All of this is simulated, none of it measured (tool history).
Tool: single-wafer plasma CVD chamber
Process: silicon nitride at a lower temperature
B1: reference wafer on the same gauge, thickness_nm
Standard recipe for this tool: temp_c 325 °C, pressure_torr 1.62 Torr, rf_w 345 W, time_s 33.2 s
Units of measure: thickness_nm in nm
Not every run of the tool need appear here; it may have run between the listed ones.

Run 1, hour 0.0: usual settings but temp_c 332 °C; B1 48.195. Result: thickness_nm 48.179 nm.
Run 2, hour 39.7: usual settings but temp_c 332 °C; B1 48.199. Result: thickness_nm 48.348 nm.
Run 3, hour 103.7: usual settings; B1 48.161. Result: thickness_nm 48.427 nm.
Run 4, hour 161.3: usual settings; B1 48.258. Result: thickness_nm 48.426 nm.
Run 5, hour 212.9: usual settings; B1 48.163. Result: thickness_nm 48.233 nm.
Run 6, hour 246.4: usual settings; B1 48.203. Result: thickness_nm 48.210 nm.
Run 7, hour 316.6: usual settings; B1 48.149. Result: thickness_nm 48.234 nm.
Run 8, hour 353.2: usual settings; B1 48.235. Result: thickness_nm 48.226 nm.
Run 9, hour 410.8: usual settings; B1 48.223. Result: thickness_nm 48.237 nm.
Run 10, hour 467.9: usual settings; B1 48.167. Result: thickness_nm 48.226 nm.
Run 11, hour 523.0: usual settings; B1 48.222. Result: thickness_nm 48.078 nm.
Run 12, hour 550.4: usual settings; B1 48.189. Result: thickness_nm 48.192 nm.
Run 13, hour 584.7: usual settings but time_s 29.5 s; B1 48.181. Result: thickness_nm 42.615 nm.
Run 14, hour 620.2: usual settings but time_s 30.2 s; B1 48.166. Result: thickness_nm 43.610 nm.
Run 15, hour 688.3: usual settings; B1 48.185. Result: thickness_nm 47.986 nm.
Run 16, hour 755.8: usual settings but temp_c 312 °C; B1 48.219. Result: thickness_nm 48.117 nm.
At hour 794.3: gauge calibrated.
Run 17, hour 936.6: usual settings but temp_c 330 °C, pressure_torr 1.75 Torr, rf_w 365 W, time_s 28.0 s; B1 48.235. Result: thickness_nm 42.526 nm.
At hour 981.8: RF generator calibrated.
At hour 1010.2: capacitance manometer re-zeroed and calibrated.
Run 18, hour 1010.7: usual settings but temp_c 311 °C; B1 48.205. Result: thickness_nm 48.993 nm.
At hour 1029.2: showerhead replaced.
Run 19, hour 1039.0: usual settings; B1 48.197. Result: thickness_nm 48.663 nm.
Run 20, hour 1107.1: usual settings; B1 48.216. Result: thickness_nm 48.635 nm.
At hour 1132.5: thermocouple changed; heater temperature recalibrated.
Run 21, hour 1136.6: usual settings; B1 48.148. Result: thickness_nm 48.887 nm.
Run 22, hour 1200.7: usual settings but pressure_torr 1.27 Torr, time_s 29.4 s; B1 48.214. Result: thickness_nm 41.394 nm.
Run 23, hour 1260.2: usual settings but time_s 29.5 s; B1 48.171. Result: thickness_nm 43.530 nm.
Run 24, hour 1317.0: usual settings but pressure_torr 1.49 Torr, time_s 29.9 s; B1 48.199. Result: thickness_nm 43.384 nm.
Run 25, hour 1370.8: usual settings; B1 48.199. Result: thickness_nm 49.096 nm.
Run 26, hour 1429.9: usual settings but temp_c 337 °C, pressure_torr 1.84 Torr; B1 48.234. Result: thickness_nm 50.018 nm.
Run 27, hour 1490.8: usual settings but temp_c 320 °C, rf_w 280 W; B1 48.202. Result: thickness_nm 41.626 nm.

Here are 3 independent what-if runs from the current tool condition. What would each one return?
Run A, hour 1491.2: usual settings but time_s 36.6 s; B1 ?. Result: thickness_nm ?.
Run B, hour 1491.2: usual settings but pressure_torr 1.84 Torr, time_s 39.1 s; B1 ?. Result: thickness_nm ?.
Run C, hour 1491.2: usual settings but pressure_torr 1.82 Torr; B1 ?. Result: thickness_nm ?.

run      B1  thickness_nm
  A  48.202        54.027
  B  48.202        59.131
  C  48.202        50.119
With no hidden state in the tool, these same runs would have given:
run  thickness_nm
  A        53.534
  B        58.599
  C        49.669
